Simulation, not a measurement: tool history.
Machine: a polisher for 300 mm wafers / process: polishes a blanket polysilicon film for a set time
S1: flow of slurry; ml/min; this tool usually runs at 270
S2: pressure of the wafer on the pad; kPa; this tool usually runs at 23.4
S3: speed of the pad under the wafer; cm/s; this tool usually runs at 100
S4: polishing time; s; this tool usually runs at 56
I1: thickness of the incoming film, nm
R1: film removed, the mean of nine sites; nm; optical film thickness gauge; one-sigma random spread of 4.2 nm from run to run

run	hour	S1	S2	S3	S4	I1	R1
1	0.0	215	23.4	100	56	1594.5	498.7
2	9.1	215	23.4	100	56	1604.4	501.0
3	25.7	270	23.4	100	56	1619.0	499.9
4	33.6	270	23.4	100	56	1604.9	506.9
5	44.6	270	23.4	100	56	1589.7	506.7
6	55.0	210	23.4	112	56	1572.3	546.0
# hour 62.7: worn pad replaced by a new one
7	63.2	210	23.4	112	56	1605.5	534.5
8	73.9	210	23.4	112	56	1592.4	530.7
9	82.9	270	23.4	100	56	1592.7	499.6
10	99.4	270	23.4	100	56	1581.2	493.7
11	106.5	270	23.4	100	56	1590.8	490.8
12	118.7	270	23.4	100	56	1568.6	487.5
13	128.2	270	23.4	100	56	1606.9	488.4
# hour 136.4: slurry nozzle cleaned
14	139.8	270	23.4	100	56	1575.2	518.9
15	146.2	350	23.4	100	56	1600.1	517.5
16	164.1	270	23.4	100	56	1593.8	511.1
# hour 174.9: worn pad replaced by a new one
17	175.4	270	23.4	100	64	1588.9	588.7
18	188.7	270	23.4	130	56	1600.3	642.3
19	198.3	215	29.0	110	37	1620.0	438.9
20	208.4	270	23.4	100	70	1629.9	639.5
21	215.3	270	23.4	100	56	1578.9	506.5
22	231.7	235	29.0	100	67	1631.3	726.8
23	245.1	295	23.4	100	64	1605.8	577.1
# hour 251.6: head pressure recalibrated
24	258.0	270	23.4	100	56	1610.1	545.1
25	268.5	270	29.6	100	56	1617.4	676.5
26	285.1	270	23.4	100	42	1573.0	410.3
# hour 302.8: worn pad replaced by a new one
27	303.3	270	23.4	100	56	1575.2	547.2
28	317.4	270	31.0	132	56	1598.3	896.5
29	324.4	270	23.4	100	62	1605.2	593.6
30	340.9	270	23.4	100	56	1600.3	540.0
31	351.9	270	23.4	116	67	1597.1	729.4
32	363.4	270	17.2	116	56	1616.1	461.7
33	376.3	270	23.4	100	45	1570.9	424.5
34	392.1	270	30.3	122	56	1614.5	819.1
35	409.5	270	23.4	86	46	1587.5	385.3
# hour 415.0: worn pad replaced by a new one
36	421.0	210	27.6	76	65	1607.6	555.5
37	429.3	360	30.3	100	38	1608.9	462.0

For some of the steps in R1 from one run to the next: how much would appear even if the tool had no hidden state, given the settings, what came in and random variation, and how much remains for the hidden state plus any gauge scatter that the measured result and the result without hidden state don't share?
The tool's hidden condition here consists of: removal rate lost through wear of the pad, %; slurry flow missing at the pad, %; deviation of the head's pressure from its setpoint, %.
Run 13 -> 14: slurry nozzle cleaned. R1 +30.5 nm: hidden state +25.8, all else +4.7.
Run 21 -> 22: S1 270 -> 235, S2 23.4 -> 29.0, S4 56 -> 67. R1 +220.3 nm: hidden state -21.6, all else +241.9.
Run 23 -> 24: S1 295 -> 270, S4 64 -> 56, head pressure recalibrated. R1 -32.0 nm: hidden state +47.4, all else -79.4.
Run 27 -> 28: S2 23.4 -> 31.0, S3 100 -> 132. R1 +349.3 nm: hidden state -8.8, all else +358.1.
Run 33 -> 34: S2 23.4 -> 30.3, S3 100 -> 122, S4 45 -> 56. R1 +394.6 nm: hidden state -15.1, all else +409.7.
Run 34 -> 35: S2 30.3 -> 23.4, S3 122 -> 86, S4 56 -> 46. R1 -433.8 nm: hidden state +13.8, all else -447.6.
